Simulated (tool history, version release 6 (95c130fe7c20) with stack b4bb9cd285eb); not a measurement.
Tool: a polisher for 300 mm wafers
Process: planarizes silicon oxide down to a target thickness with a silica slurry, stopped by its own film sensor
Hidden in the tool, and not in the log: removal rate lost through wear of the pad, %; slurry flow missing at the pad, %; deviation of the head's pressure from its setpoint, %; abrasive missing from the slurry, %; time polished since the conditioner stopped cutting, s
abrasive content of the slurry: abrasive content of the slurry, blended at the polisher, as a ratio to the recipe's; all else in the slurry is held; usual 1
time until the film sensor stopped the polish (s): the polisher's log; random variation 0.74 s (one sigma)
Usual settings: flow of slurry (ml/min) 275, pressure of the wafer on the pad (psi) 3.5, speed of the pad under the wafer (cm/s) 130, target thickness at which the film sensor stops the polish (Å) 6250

run   hour  flow of slurry (ml/min)  pressure of the wafer on the pad (psi)  speed of the pad under the wafer (cm/s)  abrasive content of the slurry  target thickness at which the film sensor stops the polish (Å)  wafers since the last listed run  wafers polished on this pad  hours since the slurry nozzle was cleaned  hours since the head pressure was calibrated  hours since the slurry blender was calibrated  hours since the conditioning disc was replaced  incoming thickness of the incoming film, nm  time until the film sensor stopped the polish (s)
  1      0                      275                                     3.5                                      130                               1                                                            6250                                 0                          635                                      554.9                                         174.7                                          473.9                                           106.2                                          835                                               66.5
  2   10.4                      275                                     3.5                                      130                               1                                                            6250                               114                          750                                      565.3                                         185.1                                          484.3                                           116.6                                        853.9                                               72.1
      18.3  -- worn pad replaced by a new one
  3   24.4                      275                                     3.5                                      130                               1                                                            6250                               110                           67                                      579.3                                         199.1                                          498.3                                           130.6                                        843.7                                                 69
  4   77.1                      275                                     3.5                                      130                               1                                                            6250                               580                          648                                        632                                         251.8                                            551                                           183.3                                        846.5                                               71.2
        90  -- slurry blender recalibrated
  5     91                      275                                     3.5                                      130                               1                                                            6250                               131                          779                                      645.9                                         265.7                                              1                                           197.2                                        839.8                                               68.7
  6  100.4                      275                                     3.5                                      130                               1                                                            6250                               103                          882                                      655.3                                         275.1                                           10.4                                           206.6                                        844.9                                               70.4
     109.2  -- worn pad replaced by a new one
  7  111.2                      275                                     3.5                                      130                               1                                                            6250                                74                           22                                      666.1                                         285.9                                           21.2                                           217.4                                        835.6                                               67.9
  8  125.3                      275                                     3.5                                      130                               1                                                            6250                               155                          177                                      680.2                                           300                                           35.3                                           231.5                                        858.3                                               74.2
  9  142.3                      240                                     3.5                                      130                               1                                                            6250                               187                          364                                      697.2                                           317                                           52.3                                           248.5                                        829.8                                               66.9
 10  158.6                      240                                     3.5                                      130                               1                                                            6250                               179                          544                                      713.5                                         333.3                                           68.6                                           264.8                                        835.8                                               69.7
     166.4  -- conditioning disc replaced and pad reconditioned
 11  166.9                      240                                     3.5                                      130                               1                                                            6250                                69                          613                                      721.8                                         341.6                                           76.9                                             0.5                                        832.7                                               69.6
 12    175                      275                                     3.5                                      108                             1.3                                                            6250                                89                          703                                      729.9                                         349.7                                             85                                             8.6                                        830.6                                               68.7
     186.4  -- slurry nozzle cleaned
     188.8  -- worn pad replaced by a new one
 13  189.3                      245                                     4.3                                      130                               1                                                            6750                               119                            4                                        2.9                                           364                                           99.3                                            22.9                                        843.6                                               47.9
 14  191.7                      275                                     2.4                                      130                               1                                                            6250                                26                           31                                        5.3                                         366.4                                          101.7                                            25.3                                        848.5                                                 92
     199.9  -- head pressure recalibrated
 15  200.4                      275                                     3.5                                      130                             1.2                                                            5960                                73                          105                                         14                                           0.5                                          110.4                                              34                                        848.7                                                 65
 16  244.8                      275                                     3.5                                      156                               1                                                            6250                               489                          594                                       58.4                                          44.9                                          154.8                                            78.4                                        847.7                                               53.2
 17    253                      240                                     3.5                                      130                               1                                                            6250                                90                          684                                       66.6                                          53.1                                            163                                            86.6                                        846.5                                               63.9
 18  259.9                      275                                     3.5                                      130                            0.75                                                            6250                                76                          760                                       73.5                                            60                                          169.9                                            93.5                                          846                                               70.7
     271.4  -- head pressure recalibrated, repeated, since the last time left the tool worse
 19  271.9                      275                                     3.5                                      130                               1                                                            6250                               110                          871                                       85.5                                           0.5                                          181.9                                           105.5                                        853.8                                               69.2
     280.6  -- worn pad replaced by a new one
 20  284.5                      275                                     3.5                                      110                               1                                                            6250                                94                           43                                       98.1                                          13.1                                          194.5                                           118.1                                        845.7                                               76.8
 21  291.8                      275                                     3.5                                      130                               1                                                            6250                                80                          123                                      105.4                                          20.4                                          201.8                                           125.4                                        829.2                                               62.4
 22  304.2                      315                                     3.5                                       84                             1.1                                                            5680                               136                          260                                      117.8                                          32.8                                          214.2                                           137.8                                        837.5                                              110.1
 23  320.1                      275                                     3.5                                      130                             0.9                                                            6250                               175                          435                                      133.7                                          48.7                                          230.1                                           153.7                                        833.1                                               67.6
 24  334.5                      275                                     3.5                                      130                            0.75                                                            6250                               158                          593                                      148.1                                          63.1                                          244.5                                           168.1                                        842.7                                               76.9
 25  344.2                      275                                     3.8                                      130                               1                                                            6870                               106                          700                                      157.8                                          72.8                                          254.2                                           177.8                                        833.4                                               42.6

Measured less the same run without the tool's hidden state. The same run-to-run variation is in both; the gauge's scatter may not be:
run  time until the film sensor stopped the polish (s)
  1                                               +0.7
  2                                               +0.9
  3                                                 +1
  4                                               +1.7
  5                                               +1.9
  6                                               +2.1
  7                                               +2.2
  8                                               +2.6
  9                                               +2.6
 10                                                 +3
 11                                               +3.1
 12                                               +3.2
 13                                               +2.4
 14                                               +4.7
 15                                               -7.1
 16                                               -5.8
 17                                               -6.9
 18                                               -7.6
 19                                               -0.5
 20                                               -0.5
 21                                               -0.4
 22                                               -0.8
 23                                               -0.4
 24                                               -0.5
 25                                               -0.2

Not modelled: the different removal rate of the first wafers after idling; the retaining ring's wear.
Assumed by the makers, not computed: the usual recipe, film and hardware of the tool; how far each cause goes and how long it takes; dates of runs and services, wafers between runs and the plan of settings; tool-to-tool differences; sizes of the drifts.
